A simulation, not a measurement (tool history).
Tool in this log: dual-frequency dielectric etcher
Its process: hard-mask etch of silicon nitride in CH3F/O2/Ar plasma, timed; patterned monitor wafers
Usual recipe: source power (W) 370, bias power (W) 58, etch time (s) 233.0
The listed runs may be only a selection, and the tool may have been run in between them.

run	hour	source power (W)	bias power (W)	etch time (s)	read-back reference wafer on the same gauge, depth_nm	mean etch depth across the wafer (Å)
1	0.0	370	58	233.0	163.2	1577
2	28.9	370	58	233.0	163.2	1580
# hour 64.3: gauge calibrated
# hour 69.9: wet clean of the chamber
3	70.4	370	58	233.0	162.6	1602
4	124.2	370	67	282.5	162.7	2027
5	171.1	400	58	233.0	163.3	1661
6	201.3	370	53	218.0	163.0	1481
7	226.7	370	53	218.0	162.7	1471
8	258.5	370	53	218.0	162.5	1485
# hour 305.2: upper electrode replaced
9	305.7	370	58	233.0	163.0	1617
10	356.1	370	58	233.0	163.0	1640
# hour 395.4: source power generator calibrated
11	419.3	370	58	233.0	162.9	1635
# hour 448.7: wet clean of the chamber, repeated, since the last time left the tool worse
12	470.1	370	58	233.0	163.1	1553
# hour 508.1: bias power generator calibrated
13	508.6	440	50	273.5	163.2	1867
14	539.7	330	58	233.0	163.3	1478
15	610.5	410	46	171.5	163.1	1128
16	638.3	340	58	190.0	162.6	1236
17	677.1	370	51	233.0	163.0	1516
18	739.7	450	62	177.5	163.0	1320
# hour 876.2: wet clean of the chamber
19	894.2	370	58	233.0	162.6	1536
# hour 914.0: gauge calibrated
20	961.0	370	58	233.0	162.8	1550
21	997.1	370	58	233.0	163.0	1543
22	1037.1	310	47	166.5	162.9	987
23	1070.3	290	71	266.5	163.1	1723
24	1112.4	370	50	233.0	162.9	1512
25	1154.7	340	58	190.0	162.6	1239
26	1205.8	390	65	252.0	162.7	1770
27	1232.7	420	71	202.0	162.6	1511
# hour 1266.8: wet clean of the chamber
28	1267.3	370	58	207.5	163.2	1372
29	1292.7	400	48	233.0	162.9	1518

Below, each run's measurement less what the same run would have read without the hidden state. Both values contain the same run-to-run variation, but the gauge's scatter may not be the same in both:
The tool's hidden condition here consists of: etch rate over this chamber's usual, %; source power that arrives over what is set, %; bias power that arrives over what is set, %; gauge reads high (%).
run	mean etch depth across the wafer (Å)
1	+38
2	+41
3	+66
4	+91
5	+79
6	+74
7	+76
8	+79
9	+91
10	+97
11	+103
12	+8
13	+15
14	+15
15	+16
16	+21
17	+29
18	+31
19	+2
20	+9
21	+13
22	+11
23	+23
24	+25
25	+24
26	+40
27	+36
28	+2
29	+4
